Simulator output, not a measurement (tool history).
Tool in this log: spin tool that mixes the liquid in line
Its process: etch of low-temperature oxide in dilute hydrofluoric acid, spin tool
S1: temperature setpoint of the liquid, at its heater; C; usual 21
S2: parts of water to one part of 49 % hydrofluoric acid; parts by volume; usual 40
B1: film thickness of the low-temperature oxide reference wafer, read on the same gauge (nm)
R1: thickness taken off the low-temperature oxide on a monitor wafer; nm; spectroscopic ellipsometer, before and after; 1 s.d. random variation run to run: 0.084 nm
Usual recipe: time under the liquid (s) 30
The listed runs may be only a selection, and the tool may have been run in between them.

Run 1, hour 0: usual settings; B1 150. Result: R1 15.54 nm.
Run 2, hour 32.6: usual settings; B1 149.99. Result: R1 15.69 nm.
Run 3, hour 84.7: usual settings; B1 150.02. Result: R1 15.63 nm.
Run 4, hour 132.1: usual settings; B1 149.99. Result: R1 15.88 nm.
Run 5, hour 191.5: usual settings; B1 149.97. Result: R1 15.66 nm.
Run 6, hour 239.9: usual settings but time under the liquid (s) 20; B1 149.97. Result: R1 10.54 nm.
Run 7, hour 298.7: usual settings but time under the liquid (s) 20; B1 149.98. Result: R1 10.59 nm.
Run 8, hour 349.5: usual settings; B1 150.01. Result: R1 15.95 nm.
Run 9, hour 382.5: usual settings but time under the liquid (s) 25; B1 150.03. Result: R1 13.32 nm.
Run 10, hour 429.2: usual settings; B1 150.03. Result: R1 15.98 nm.
At hour 450.4: gauge calibrated.
Run 11, hour 483.1: usual settings; B1 150.02. Result: R1 16 nm.
At hour 491.2: hydrofluoric acid flow meter replaced.
Run 12, hour 547.3: usual settings; B1 150.03. Result: R1 15.43 nm.
Run 13, hour 576.8: usual settings; B1 149.98. Result: R1 15.57 nm.
Run 14, hour 614: usual settings; B1 149.97. Result: R1 15.44 nm.
Run 15, hour 672.2: usual settings but S2 50 parts by volume, time under the liquid (s) 25; B1 150.01. Result: R1 10.27 nm.
Run 16, hour 698.9: usual settings but S1 18 C, time under the liquid (s) 50; B1 149.97. Result: R1 23.07 nm.
Run 17, hour 739.2: usual settings but S2 30 parts by volume, time under the liquid (s) 40; B1 150.02. Result: R1 28.08 nm.
Run 18, hour 780.9: usual settings but S1 22.5 C, S2 25 parts by volume, time under the liquid (s) 25; B1 149.99. Result: R1 22.64 nm.
At hour 803.3: thermometer replaced.
Run 19, hour 823.1: usual settings but S1 17 C, S2 35 parts by volume, time under the liquid (s) 40; B1 150. Result: R1 20.24 nm.
Run 20, hour 881.7: usual settings but S1 25 C, S2 45 parts by volume, time under the liquid (s) 40; B1 149.98. Result: R1 21.8 nm.
Run 21, hour 1012.1: usual settings; B1 149.95. Result: R1 15.8 nm.
Run 22, hour 1079.1: usual settings but S1 22.5 C, S2 45 parts by volume, time under the liquid (s) 15; B1 150.04. Result: R1 7.44 nm.
Run 23, hour 1144.4: usual settings but time under the liquid (s) 40; B1 150.03. Result: R1 21.25 nm.
Run 24, hour 1209.4: usual settings; B1 149.97. Result: R1 16.06 nm.
At hour 1236.2: hydrofluoric acid flow meter replaced.
Run 25, hour 1257: usual settings but S1 25 C, S2 45 parts by volume, time under the liquid (s) 40; B1 149.96. Result: R1 21.35 nm.
Run 26, hour 1324.2: usual settings but S2 25 parts by volume, time under the liquid (s) 15; B1 150. Result: R1 12.6 nm.
Run 27, hour 1374: usual settings; B1 150.03. Result: R1 15.4 nm.
Run 28, hour 1400.8: usual settings but S1 24 C, S2 45 parts by volume, time under the liquid (s) 40; B1 150.02. Result: R1 20.86 nm.

How would selected steps in R1 from run to run divide? Give the signed amount a tool lacking its hidden state would still show from settings, what came in and random variation, and the signed amount left for the hidden state, including any gauge scatter that is not in both of the compared results.
Hidden state present: liquid hotter than its thermometer reads (K); hydrofluoric acid flow above the setpoint (%); gauge reads high (%).
Run 15 -> 16: S1 21 -> 18, S2 50 -> 40, time under the liquid (s) 25 -> 50. R1 +12.8 nm: hidden state +0.23, all else +12.57.
Run 22 -> 23: S1 22.5 -> 21, S2 45 -> 40, time under the liquid (s) 15 -> 40. R1 +13.81 nm: hidden state +0.56, all else +13.25.
Run 24 -> 25: S1 21 -> 25, S2 40 -> 45, time under the liquid (s) 30 -> 40, hydrofluoric acid flow meter replaced. R1 +5.29 nm: hidden state -0.63, all else +5.92.
